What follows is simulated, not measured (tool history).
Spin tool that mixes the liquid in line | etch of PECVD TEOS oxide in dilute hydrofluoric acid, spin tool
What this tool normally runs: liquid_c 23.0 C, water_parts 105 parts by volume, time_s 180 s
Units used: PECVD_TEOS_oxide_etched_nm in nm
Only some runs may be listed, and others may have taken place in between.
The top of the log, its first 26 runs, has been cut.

| run | hour | liquid_c | water_parts | time_s | read-back film thickness of the PECVD TEOS oxide reference wafer, read on the same gauge (nm) | PECVD_TEOS_oxide_etched_nm |
|---|---|---|---|---|---|---|
| 27 | 716.3 | 24.5 | 125 | 290 | 140.02 | 21.62 |
|  | 739.2 | gauge calibrated |
| 28 | 748.7 | 23.0 | 75 | 210 | 139.99 | 25.78 |
| 29 | 764.6 | 21.0 | 105 | 135 | 139.98 | 10.44 |
| 30 | 791.4 | 23.0 | 105 | 180 | 140.00 | 15.09 |
| 31 | 805.9 | 21.0 | 75 | 260 | 140.04 | 29.03 |
| 32 | 820.0 | 23.0 | 105 | 180 | 139.96 | 15.07 |
| 33 | 833.8 | 24.5 | 130 | 140 | 139.99 | 9.74 |
| 34 | 853.5 | 18.0 | 130 | 130 | 140.01 | 7.01 |

Below are 3 alternative next runs, each starting from the tool's condition after run 34. Predict each:
| A | 854.0 | 21.0 | 105 | 180 | ? | ? |
| B | 854.0 | 23.0 | 135 | 180 | ? | ? |
| C | 854.0 | 23.0 | 120 | 180 | ? | ? |

| run | read-back film thickness of the PECVD TEOS oxide reference wafer, read on the same gauge (nm) | PECVD_TEOS_oxide_etched_nm |
|---|---|---|
| A | 140.04 | 13.91 |
| B | 140.04 | 11.32 |
| C | 140.04 | 12.96 |
Stripped of hidden state, with their random variation kept, the same runs would have yielded:
| run | PECVD_TEOS_oxide_etched_nm |
|---|---|
| A | 13.91 |
| B | 11.32 |
| C | 12.96 |
